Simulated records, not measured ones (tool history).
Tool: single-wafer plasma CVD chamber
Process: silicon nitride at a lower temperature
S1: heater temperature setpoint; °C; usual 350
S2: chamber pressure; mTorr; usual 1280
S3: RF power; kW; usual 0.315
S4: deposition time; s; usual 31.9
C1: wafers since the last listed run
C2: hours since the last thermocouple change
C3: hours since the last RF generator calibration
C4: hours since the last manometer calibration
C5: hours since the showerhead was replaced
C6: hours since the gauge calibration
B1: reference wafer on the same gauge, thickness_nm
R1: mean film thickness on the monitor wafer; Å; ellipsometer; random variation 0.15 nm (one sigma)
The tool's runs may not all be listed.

run,hour,S1,S2,S3,S4,C1,C2,C3,C4,C5,C6,B1,R1
1,0.0,350,1280,0.315,31.9,0,1020.8,367.8,558.9,2006.6,990.1,31.581,351.23
2,51.3,350,1280,0.315,31.9,805,1072.1,419.1,610.2,2057.9,1041.4,31.612,355.97
3,108.6,350,1280,0.315,31.9,900,1129.4,476.4,667.5,2115.2,1098.7,31.636,350.98
4,142.8,350,1280,0.315,31.9,537,1163.6,510.6,701.7,2149.4,1132.9,31.622,353.85
5,202.5,350,1280,0.315,31.9,937,1223.3,570.3,761.4,2209.1,1192.6,31.625,351.21
6,261.7,350,1280,0.315,31.9,930,1282.5,629.5,820.6,2268.3,1251.8,31.588,350.82
7,329.0,350,1280,0.315,31.9,1057,1349.8,696.8,887.9,2335.6,1319.1,31.582,349.48
8,354.9,350,1280,0.315,31.9,406,1375.7,722.7,913.8,2361.5,1345.0,31.569,349.60
# hour 413.4: showerhead replaced
9,418.8,350,1280,0.315,31.9,878,1439.6,786.6,977.7,5.4,1408.9,31.574,352.29
10,458.0,350,1280,0.315,31.9,615,1478.8,825.8,1016.9,44.6,1448.1,31.613,350.36
# hour 483.3: gauge calibrated
11,523.9,350,1470,0.315,31.9,1035,1544.7,891.7,1082.8,110.5,40.6,31.596,367.22
12,589.6,350,1470,0.315,31.9,1032,1610.4,957.4,1148.5,176.2,106.3,31.598,367.17
# hour 619.5: RF generator calibrated
13,726.9,350,1470,0.315,31.9,2031,1747.7,107.4,1285.8,313.5,243.6,31.626,378.93
14,795.0,350,1280,0.315,31.9,1069,1815.8,175.5,1353.9,381.6,311.7,31.567,356.51
15,862.2,338,1390,0.315,31.9,1055,1883.0,242.7,1421.1,448.8,378.9,31.596,367.88
16,919.4,350,1280,0.315,31.9,898,1940.2,299.9,1478.3,506.0,436.1,31.580,355.99
17,977.1,350,1280,0.315,31.9,906,1997.9,357.6,1536.0,563.7,493.8,31.574,354.06
18,1029.9,350,1280,0.290,31.9,829,2050.7,410.4,1588.8,616.5,546.6,31.622,333.17
# hour 1060.1: thermocouple changed; heater temperature recalibrated
19,1065.9,350,1550,0.315,31.9,439,5.8,446.4,1624.8,652.5,582.6,31.578,379.06

Forecast run 20:
# hour 1106.4: capacitance manometer re-zeroed and calibrated
20,1129.9,350,1150,0.315,27.1,879,69.8,510.4,23.5,716.5,646.6,?,?

{"run 20": {"B1": 31.583, "R1": 287.2}}
Without the tool's hidden state the same run would have given R1 295.39 Å.
